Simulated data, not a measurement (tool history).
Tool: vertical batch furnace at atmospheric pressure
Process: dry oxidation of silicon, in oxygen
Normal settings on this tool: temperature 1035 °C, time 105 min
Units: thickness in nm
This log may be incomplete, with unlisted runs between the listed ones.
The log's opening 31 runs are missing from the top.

run,hour,temperature,time,wafers since the last listed run,hours since the last temperature calibration,hours since the boat lift was adjusted,hours since the gauge calibration,"read-back reference wafer on the same gauge, thickness",thickness
32,2631.5,1053,125.5,1286,1374.9,506.6,600.3,102.97,142.03
33,2706,1035,55.5,1088,1449.4,581.1,674.8,103.01,83.87
34,2774.9,1021,89,1007,1518.3,650,743.7,102.96,96.49
35,2832.3,1024,72.5,838,1575.7,707.4,801.1,102.95,88.36
36,2889,1010,105,828,1632.4,764.1,857.8,102.98,97.42
37,2969.9,1035,105,1182,1713.3,845,938.7,102.96,114.97
38,3007,1014,123.5,542,1750.4,882.1,975.8,102.98,109.24
39,3102.5,1035,105,1395,1845.9,977.6,1071.3,103.06,114.6

Branching from run 39: 4 alternative next runs. What would each branch give?
A,3108.3,1035,105,84,1851.7,983.4,1077.1,?,?
B,3108.3,1042,150,84,1851.7,983.4,1077.1,?,?
C,3108.3,1035,135,84,1851.7,983.4,1077.1,?,?
D,3108.3,1035,82.5,84,1851.7,983.4,1077.1,?,?

run,"read-back reference wafer on the same gauge, thickness",thickness
A,103.02,114.64
B,103.02,146.14
C,103.02,131.49
D,103.02,101.1
With no hidden state in the tool, these same runs would have given:
run,thickness
A,114.64
B,146.14
C,131.49
D,101.1

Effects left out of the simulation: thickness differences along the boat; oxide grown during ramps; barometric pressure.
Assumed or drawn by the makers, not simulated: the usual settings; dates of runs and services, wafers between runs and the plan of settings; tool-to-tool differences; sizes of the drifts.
